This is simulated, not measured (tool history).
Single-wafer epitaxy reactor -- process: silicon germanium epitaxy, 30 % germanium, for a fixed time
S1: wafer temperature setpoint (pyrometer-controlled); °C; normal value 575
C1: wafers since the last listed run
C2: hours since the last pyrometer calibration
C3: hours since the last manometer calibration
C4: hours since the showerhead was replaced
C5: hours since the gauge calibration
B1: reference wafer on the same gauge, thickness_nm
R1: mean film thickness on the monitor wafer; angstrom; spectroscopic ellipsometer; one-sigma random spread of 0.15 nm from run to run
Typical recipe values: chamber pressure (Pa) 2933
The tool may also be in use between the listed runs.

Run 1, day 0: usual settings but chamber pressure (Pa) 3413; C1 0; C2 1046.6; C3 1422.9; C4 5735; C5 274.3; B1 39.608. Result: R1 443.4 angstrom.
Run 2, day 2.617: usual settings but chamber pressure (Pa) 3413; C1 828; C2 1109.4; C3 1485.7; C4 5797.8; C5 337.1; B1 39.567. Result: R1 440.89 angstrom.
Run 3, day 4.633: usual settings but chamber pressure (Pa) 3413; C1 638; C2 1157.8; C3 1534.1; C4 5846.2; C5 385.5; B1 39.59. Result: R1 440.88 angstrom.
Run 4, day 7.433: usual settings but S1 580 °C; C1 886; C2 1225; C3 1601.3; C4 5913.4; C5 452.7; B1 39.575. Result: R1 463.82 angstrom.
Run 5, day 8.788: usual settings but chamber pressure (Pa) 2720; C1 428; C2 1257.5; C3 1633.8; C4 5945.9; C5 485.2; B1 39.573. Result: R1 399.07 angstrom.
Run 6, day 10.779: usual settings but S1 585 °C, chamber pressure (Pa) 2666; C1 630; C2 1305.3; C3 1681.6; C4 5993.7; C5 533; B1 39.627. Result: R1 489.82 angstrom.
Run 7, day 12.512: usual settings but S1 585 °C, chamber pressure (Pa) 2666; C1 548; C2 1346.9; C3 1723.2; C4 6035.3; C5 574.6; B1 39.561. Result: R1 489.18 angstrom.
Run 8, day 15.225: usual settings but S1 585 °C, chamber pressure (Pa) 2666; C1 859; C2 1412; C3 1788.3; C4 6100.4; C5 639.7; B1 39.635. Result: R1 489.54 angstrom.
At day 20.1: capacitance manometer re-zeroed and calibrated.
At day 21.196: gauge calibrated.
Run 9, day 23.817: usual settings but chamber pressure (Pa) 2653; C1 2615; C2 1618.2; C3 89.2; C4 6306.6; C5 62.9; B1 39.608. Result: R1 395.09 angstrom.
Run 10, day 25.796: usual settings but S1 562 °C, chamber pressure (Pa) 3573; C1 626; C2 1665.7; C3 136.7; C4 6354.1; C5 110.4; B1 39.619. Result: R1 337.45 angstrom.
Run 11, day 28.383: usual settings but S1 567 °C, chamber pressure (Pa) 3120; C1 819; C2 1727.8; C3 198.8; C4 6416.2; C5 172.5; B1 39.631. Result: R1 358.79 angstrom.
Run 12, day 30.212: usual settings but S1 590 °C, chamber pressure (Pa) 3400; C1 579; C2 1771.7; C3 242.7; C4 6460.1; C5 216.4; B1 39.606. Result: R1 603.8 angstrom.
At day 31.679: pyrometer calibrated.
At day 31.975: showerhead replaced.
Run 13, day 31.996: usual settings but chamber pressure (Pa) 2653; C1 365; C2 7.6; C3 285.5; C4 0.5; C5 259.2; B1 39.608. Result: R1 396.01 angstrom.
Run 14, day 33.546: usual settings but S1 589 °C, chamber pressure (Pa) 3186; C1 490; C2 44.8; C3 322.7; C4 37.7; C5 296.4; B1 39.62. Result: R1 574.3 angstrom.
Run 15, day 35.029: usual settings but S1 565 °C, chamber pressure (Pa) 3413; C1 469; C2 80.4; C3 358.3; C4 73.3; C5 332; B1 39.633. Result: R1 357.08 angstrom.
Run 16, day 37.367: usual settings; C1 740; C2 136.5; C3 414.4; C4 129.4; C5 388.1; B1 39.598. Result: R1 415.07 angstrom.
Run 17, day 39.725: usual settings but S1 569 °C; C1 746; C2 193.1; C3 471; C4 186; C5 444.7; B1 39.594. Result: R1 363.84 angstrom.
Run 18, day 42.312: usual settings but S1 561 °C, chamber pressure (Pa) 3160; C1 819; C2 255.2; C3 533.1; C4 248.1; C5 506.8; B1 39.609. Result: R1 313.43 angstrom.
Run 19, day 44.246: usual settings but S1 589 °C, chamber pressure (Pa) 3133; C1 612; C2 301.6; C3 579.5; C4 294.5; C5 553.2; B1 39.567. Result: R1 570.78 angstrom.

Run-by-run hidden state of the tool:
wafer temperature above the value expected at the setpoint (K): 0, the same for each run
true pressure above the setpoint (%): 0, the same for each run
gauge reads high (%): 0, the same for each run
